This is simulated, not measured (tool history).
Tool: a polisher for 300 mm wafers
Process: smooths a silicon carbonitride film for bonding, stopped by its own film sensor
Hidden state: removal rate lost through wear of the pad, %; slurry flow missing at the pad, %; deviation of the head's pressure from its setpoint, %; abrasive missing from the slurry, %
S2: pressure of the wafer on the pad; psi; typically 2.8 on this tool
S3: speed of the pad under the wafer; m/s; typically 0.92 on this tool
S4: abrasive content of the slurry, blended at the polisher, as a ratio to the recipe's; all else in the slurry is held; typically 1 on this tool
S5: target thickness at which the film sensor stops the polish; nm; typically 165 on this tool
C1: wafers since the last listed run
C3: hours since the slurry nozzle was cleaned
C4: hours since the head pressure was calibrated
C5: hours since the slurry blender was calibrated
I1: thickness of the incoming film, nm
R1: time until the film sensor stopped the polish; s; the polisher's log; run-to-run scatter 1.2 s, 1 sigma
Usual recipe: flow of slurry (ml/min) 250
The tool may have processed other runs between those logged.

Run 1, hour 0: usual settings but S4 0.8; C1 0; wafers polished on this pad 232; C3 248.5; C4 149.3; C5 67; I1 191.5. Result: R1 101.4 s.
Run 2, hour 56.5: usual settings but S4 0.8; C1 256; wafers polished on this pad 488; C3 305; C4 205.8; C5 123.5; I1 185.7. Result: R1 81.2 s.
Run 3, hour 147.6: usual settings but S4 0.8; C1 412; wafers polished on this pad 901; C3 396.1; C4 296.9; C5 214.6; I1 187.3. Result: R1 90.2 s.
At hour 224.6: head pressure recalibrated.
At hour 289.7: slurry blender recalibrated.
Run 4, hour 318.4: usual settings; C1 756; wafers polished on this pad 1657; C3 566.9; C4 93.8; C5 28.7; I1 189.5. Result: R1 90.8 s.
Run 5, hour 364.6: usual settings; C1 209; wafers polished on this pad 1867; C3 613.1; C4 140; C5 74.9; I1 190.5. Result: R1 94.4 s.
At hour 400.8: worn pad replaced by a new one.
Run 6, hour 451.7: usual settings; C1 376; wafers polished on this pad 230; C3 700.2; C4 227.1; C5 162; I1 191.9. Result: R1 94.2 s.
At hour 513.8: slurry nozzle cleaned.
Run 7, hour 643.2: usual settings; C1 863; wafers polished on this pad 1094; C3 129.4; C4 418.6; C5 353.5; I1 191.2. Result: R1 98.1 s.
At hour 669.3: head pressure recalibrated.
Run 8, hour 700.2: usual settings but S3 0.82 m/s; C1 249; wafers polished on this pad 1343; C3 186.4; C4 30.9; C5 410.5; I1 191. Result: R1 106.9 s.
At hour 744.5: slurry blender recalibrated.
Run 9, hour 774.1: usual settings but S3 0.82 m/s; C1 325; wafers polished on this pad 1669; C3 260.3; C4 104.8; C5 29.6; I1 190.2. Result: R1 103.2 s.
Run 10, hour 810.4: usual settings; C1 164; wafers polished on this pad 1834; C3 296.6; C4 141.1; C5 65.9; I1 189.9. Result: R1 90.4 s.
At hour 853: worn pad replaced by a new one.
Run 11, hour 913.9: usual settings; C1 451; wafers polished on this pad 276; C3 400.1; C4 244.6; C5 169.4; I1 190.7. Result: R1 87.7 s.
Run 12, hour 993.9: usual settings; C1 362; wafers polished on this pad 638; C3 480.1; C4 324.6; C5 249.4; I1 189.9. Result: R1 87.2 s.
At hour 1085.4: head pressure recalibrated.
Run 13, hour 1090.8: usual settings but flow of slurry (ml/min) 225; C1 430; wafers polished on this pad 1069; C3 577; C4 5.4; C5 346.3; I1 188. Result: R1 84.5 s.
At hour 1102.4: slurry blender recalibrated.
Run 14, hour 1134.4: usual settings but S5 172 nm; C1 188; wafers polished on this pad 1257; C3 620.6; C4 49; C5 32; I1 187. Result: R1 54.7 s.
Run 15, hour 1205.2: usual settings but flow of slurry (ml/min) 285, S3 0.76 m/s, S4 0.85; C1 320; wafers polished on this pad 1578; C3 691.4; C4 119.8; C5 102.8; I1 188.7. Result: R1 106.4 s.
At hour 1239.8: worn pad replaced by a new one.
Run 16, hour 1261: usual settings but S2 3.2 psi; C1 234; wafers polished on this pad 96; C3 747.2; C4 175.6; C5 158.6; I1 187.4. Result: R1 63.6 s.
At hour 1349.8: slurry nozzle cleaned.
Run 17, hour 1350.7: usual settings but S2 3.4 psi; C1 402; wafers polished on this pad 498; C3 0.9; C4 265.3; C5 248.3; I1 189.2. Result: R1 67.4 s.
Run 18, hour 1388.9: usual settings but flow of slurry (ml/min) 200, S2 3.5 psi, S4 1.25; C1 173; wafers polished on this pad 671; C3 39.1; C4 303.5; C5 286.5; I1 192.3. Result: R1 70.2 s.
At hour 1443.1: head pressure recalibrated.
At hour 1458.1: slurry blender recalibrated.
Run 19, hour 1473.9: usual settings; C1 367; wafers polished on this pad 1038; C3 124.1; C4 30.8; C5 15.8; I1 188.5. Result: R1 85.2 s.
Run 20, hour 1559: usual settings but S2 2 psi, S5 158 nm; C1 385; wafers polished on this pad 1424; C3 209.2; C4 115.9; C5 100.9; I1 190.8. Result: R1 160.5 s.
At hour 1624.5: worn pad replaced by a new one.
Run 21, hour 1625: usual settings but S2 3.4 psi, S4 1.3; C1 281; wafers polished on this pad 2; C3 275.2; C4 181.9; C5 166.9; I1 187.1. Result: R1 53.2 s.
Run 22, hour 1723.3: usual settings but S2 1.8 psi, S3 1.04 m/s, S4 0.75, S5 159 nm; C1 445; wafers polished on this pad 447; C3 373.5; C4 280.2; C5 265.2; I1 188.9. Result: R1 170.3 s.
Run 23, hour 1783.1: usual settings; C1 271; wafers polished on this pad 718; C3 433.3; C4 340; C5 325; I1 189.1. Result: R1 85 s.
At hour 1829.7: head pressure recalibrated.
At hour 1840.2: slurry blender recalibrated.
Run 24, hour 1869.9: usual settings but S3 1.08 m/s; C1 375; wafers polished on this pad 1094; C3 520.1; C4 40.2; C5 29.7; I1 190.7. Result: R1 83.7 s.
Run 25, hour 1923.8: usual settings but S2 3.2 psi, S3 0.74 m/s; C1 244; wafers polished on this pad 1338; C3 574; C4 94.1; C5 83.6; I1 189. Result: R1 92.8 s.
Run 26, hour 1978.1: usual settings but S2 3.3 psi, S3 0.68 m/s; C1 246; wafers polished on this pad 1584; C3 628.3; C4 148.4; C5 137.9; I1 188.3. Result: R1 89.2 s.
Run 27, hour 2021: usual settings but flow of slurry (ml/min) 320, S3 1.06 m/s, S4 1.2, S5 172 nm; C1 194; wafers polished on this pad 1779; C3 671.2; C4 191.3; C5 180.8; I1 187.3. Result: R1 44.8 s.

State the hidden condition of the tool at each of the runs:
slurry flow missing at the pad, %: 0 across all the runs
deviation of the head's pressure from its setpoint, %: 0 across all the runs
abrasive missing from the slurry, %: 0 across all the runs
H1: removal rate lost through wear of the pad, %
run     H1
  1   5.09
  2   8.05
  3   10.8
  4   12.9
  5   13.2
  6   6.41
  7     13
  8   13.7
  9   14.3
 10   14.5
 11   5.38
 12   8.98
 13   11.3
 14   11.9
 15   12.5
 16   1.85
 17    7.1
 18   8.46
 19   10.4
 20   11.5
 21  0.874
 22   7.39
 23   9.57
 24   11.4
 25   12.1
 26   12.5
 27   12.8
